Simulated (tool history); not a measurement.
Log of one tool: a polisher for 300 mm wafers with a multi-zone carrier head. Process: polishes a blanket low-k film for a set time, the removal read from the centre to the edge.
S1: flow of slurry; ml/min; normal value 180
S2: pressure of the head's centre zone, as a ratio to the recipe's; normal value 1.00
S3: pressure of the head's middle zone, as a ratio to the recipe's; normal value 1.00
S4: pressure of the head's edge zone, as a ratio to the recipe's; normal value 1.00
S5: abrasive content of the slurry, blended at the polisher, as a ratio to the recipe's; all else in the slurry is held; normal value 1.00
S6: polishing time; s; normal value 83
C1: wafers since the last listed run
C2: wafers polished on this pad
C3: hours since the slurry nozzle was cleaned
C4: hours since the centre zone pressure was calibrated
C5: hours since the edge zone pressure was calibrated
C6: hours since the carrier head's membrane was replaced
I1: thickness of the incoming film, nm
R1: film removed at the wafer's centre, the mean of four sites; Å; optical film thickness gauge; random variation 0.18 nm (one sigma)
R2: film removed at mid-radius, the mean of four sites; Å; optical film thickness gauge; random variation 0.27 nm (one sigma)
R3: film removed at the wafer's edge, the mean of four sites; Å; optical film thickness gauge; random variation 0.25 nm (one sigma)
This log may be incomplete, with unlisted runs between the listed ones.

run    hour   S1    S2    S3    S4    S5  S6   C1    C2     C3      C4     C5     C6     I1   R1   R2   R3
  1     0.0  180  1.00  1.00  1.00  1.00  83    0  1836  460.6   573.5   94.1  485.5  422.7  287  285  287
  2    82.9  180  1.00  1.00  1.00  1.00  83  785  2621  543.5   656.4  177.0  568.4  429.6  280  278  276
      105.3  -- carrier head's membrane replaced by a new one
      114.7  -- slurry nozzle cleaned
  3   155.9  180  1.00  1.00  1.00  1.00  83  634  3256   41.2   729.4  250.0   50.6  438.4  276  270  273
  4   249.7  180  1.00  1.00  1.00  1.00  83  888  4144  135.0   823.2  343.8  144.4  435.2  266  270  270
      284.8  -- worn pad replaced by a new one
  5   342.2  180  1.00  1.00  1.00  1.00  83  838   543  227.5   915.7  436.3  236.9  430.2  288  292  289
      371.9  -- edge zone pressure recalibrated
  6   421.5  115  1.11  0.91  1.00  1.00  64  732  1276  306.8   995.0   49.6  316.2  434.9  219  192  210
  7   464.7  140  1.00  0.96  1.00  1.00  83  409  1685  350.0  1038.2   92.8  359.4  429.8  274  269  277
  8   536.0  120  1.00  1.12  1.03  1.15  83  675  2360  421.3  1109.5  164.1  430.7  425.4  275  298  290
      569.9  -- centre zone pressure recalibrated
  9   591.3  180  1.05  1.00  1.00  1.00  83  504  2865  476.6    21.4  219.4  486.0  428.8  289  283  280
      647.0  -- carrier head's membrane replaced by a new one
 10   656.9  180  1.00  1.00  1.00  1.00  83  574  3439  542.2    87.0  285.0    9.9  428.9  270  270  276
 11   732.7  240  1.00  1.05  1.06  1.00  83  718  4157  618.0   162.8  360.8   85.7  427.6  278  280  281
      778.7  -- worn pad replaced by a new one
      785.2  -- slurry nozzle cleaned
 12   792.9  160  1.00  0.93  1.00  0.75  83  522   125    7.7   223.0  421.0  145.9  427.3  250  241  257
 13   859.1  135  1.00  1.08  1.00  1.00  83  627   752   73.9   289.2  487.2  212.1  430.2  274  284  280
      889.9  -- edge zone pressure recalibrated
 14   900.9  180  1.00  1.00  1.00  1.00  83  377  1129  115.7   331.0   11.0  253.9  421.5  287  289  290
 15   938.5  180  1.00  1.00  1.00  1.00  83  356  1485  153.3   368.6   48.6  291.5  432.2  289  289  287
 16   975.0  180  1.00  1.00  1.00  1.15  68  345  1831  189.8   405.1   85.1  328.0  429.2  250  246  248
 17  1074.2  180  0.93  1.12  1.00  1.00  83  939  2770  289.0   504.3  184.3  427.2  426.9  264  300  279
 18  1140.5  130  1.00  0.92  1.00  0.75  83  628  3398  355.3   570.6  250.6  493.5  432.8  227  215  233
 19  1208.8  180  1.00  1.00  1.00  1.00  83  647  4045  423.6   638.9  318.9  561.8  432.9  265  268  272
     1238.3  -- carrier head's membrane replaced by a new one
     1270.4  -- worn pad replaced by a new one
 20  1293.5  195  1.09  1.00  1.00  1.00  83  717   219  508.3   723.6  403.6   55.2  424.8  315  297  292
 21  1390.0  150  0.92  0.90  1.00  0.85  83  914  1133  604.8   820.1  500.1  151.7  429.4  247  248  267
     1412.8  -- edge zone pressure recalibrated
     1428.2  -- slurry nozzle cleaned
 22  1443.1  220  1.00  1.00  1.00  1.00  83  474  1607   14.9   873.2   30.3  204.8  434.3  296  291  297

Alternative continuations, all from the tool just after run 22; predict every row:
  A  1443.5  180  1.00  1.00  1.00  1.00  83   3  1611  15.3  873.6  30.7  205.2  431.8   ?   ?   ?
  B  1443.5  180  1.00  1.00  1.00  1.25  83   3  1611  15.3  873.6  30.7  205.2  431.8   ?   ?   ?
  C  1443.5  125  0.93  1.00  1.11  1.00  93   3  1611  15.3  873.6  30.7  205.2  431.8   ?   ?   ?

run   R1   R2   R3
  A  288  284  290
  B  314  309  316
  C  285  299  327
Had the tool no hidden state, the same runs would have come out as:
run   R1   R2   R3
  A  292  288  294
  B  319  313  320
  C  289  303  332

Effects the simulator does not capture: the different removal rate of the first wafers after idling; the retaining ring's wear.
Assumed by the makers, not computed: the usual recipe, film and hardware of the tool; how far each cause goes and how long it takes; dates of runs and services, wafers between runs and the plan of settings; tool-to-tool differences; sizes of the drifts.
